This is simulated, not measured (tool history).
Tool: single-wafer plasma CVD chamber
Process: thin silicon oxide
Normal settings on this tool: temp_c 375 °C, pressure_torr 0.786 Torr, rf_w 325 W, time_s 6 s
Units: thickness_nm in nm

run	hour	temp_c	pressure_torr	rf_w	time_s	wafers since the last listed run	hours since the last thermocouple change	hours since the last RF generator calibration	hours since the last manometer calibration	hours since the showerhead was replaced	hours since the gauge calibration	read-back reference wafer on the same gauge, thickness_nm	thickness_nm
1	0	384	0.786	325	6	0	748.8	1158.6	1365.9	4379.4	883.6	11.607	12.27
2	90.5	375	0.786	325	6	1770	839.3	1249.1	1456.4	4469.9	974.1	11.641	12.349
3	139.7	375	0.786	325	6	962	888.5	1298.3	1505.6	4519.1	1023.3	11.686	12.385
# hour 203.9: RF generator calibrated
# hour 222.3: thermocouple changed; heater temperature recalibrated
4	405.3	375	0.786	325	6	4881	183	201.4	1771.2	4784.7	1288.9	11.747	12.425
5	470.5	365	0.786	325	6	1275	248.2	266.6	1836.4	4849.9	1354.1	11.763	12.663
6	542.8	365	0.786	325	6	1414	320.5	338.9	1908.7	4922.2	1426.4	11.789	12.545
7	711.1	375	0.786	325	6	3291	488.8	507.2	2077	5090.5	1594.7	11.88	12.596
# hour 773: gauge calibrated
8	805.2	375	0.786	325	6	1840	582.9	601.3	2171.1	5184.6	32.2	11.28	12.011
9	849.4	375	0.786	325	6	864	627.1	645.5	2215.3	5228.8	76.4	11.309	11.951
10	887	375	0.744	325	6	735	664.7	683.1	2252.9	5266.4	114	11.313	11.645
11	951	375	0.786	325	6	1251	728.7	747.1	2316.9	5330.4	178	11.353	11.953
12	1022.1	375	0.613	380	5.11	1390	799.8	818.2	2388	5401.5	249.1	11.371	9.896
13	1066.2	363	0.786	340	6	862	843.9	862.3	2432.1	5445.6	293.2	11.373	12.48
14	1155.5	375	0.958	325	6	1746	933.2	951.6	2521.4	5534.9	382.5	11.424	13.388
# hour 1232.4: thermocouple changed; heater temperature recalibrated
15	1235.5	362	0.595	270	5.59	1408	3.1	1031.6	2601.4	5614.9	462.5	11.443	8.83
# hour 1245.6: capacitance manometer re-zeroed and calibrated
16	1306.1	362	0.857	325	6	1224	73.7	1102.2	60.5	5685.5	533.1	11.461	12.89
17	1390.9	363	0.786	355	7.01	1658	158.5	1187	145.3	5770.3	617.9	11.503	14.968
18	1488.3	375	0.786	325	6	1905	255.9	1284.4	242.7	5867.7	715.3	11.503	12.248
# hour 1525.3: RF generator calibrated
19	1567.1	375	0.786	325	6	1384	334.7	41.8	321.5	5946.5	794.1	11.561	12.297
# hour 1593.4: showerhead replaced
20	1790.6	375	0.786	325	6	4214	558.2	265.3	545	197.2	1017.6	11.632	12.265
21	1881	375	0.786	325	5.45	1768	648.6	355.7	635.4	287.6	1108	11.682	11.204
22	1964.7	361	0.895	325	6	1637	732.3	439.4	719.1	371.3	1191.7	11.681	13.333
23	2023.5	375	0.786	325	6	1150	791.1	498.2	777.9	430.1	1250.5	11.716	12.395

Hidden state or all else? Some run-to-run changes of thickness_nm, split into what the settings, what came in and random variation would give without the hidden state, and what is left for the hidden state (with any gauge scatter that isn't in both results):
Hidden conditions of the tool in this case: wafer temperature above the value expected at the setpoint (K); delivered RF power above the setpoint (%); true pressure above the setpoint (%); gauge reads high (%).
Run 7 -> 8: gauge calibrated. thickness_nm -0.585 nm: hidden state -0.601, all else +0.016.
Run 14 -> 15: temp_c 375 -> 362, pressure_torr 0.958 -> 0.595, rf_w 325 -> 270, time_s 6 -> 5.59, thermocouple changed; heater temperature recalibrated. thickness_nm -4.558 nm: hidden state -0.024, all else -4.534.
Run 15 -> 16: pressure_torr 0.595 -> 0.857, rf_w 270 -> 325, time_s 5.59 -> 6, capacitance manometer re-zeroed and calibrated. thickness_nm +4.06 nm: hidden state +0.076, all else +3.984.
Run 21 -> 22: temp_c 375 -> 361, pressure_torr 0.786 -> 0.895, time_s 5.45 -> 6. thickness_nm +2.129 nm: hidden state +0.098, all else +2.031.
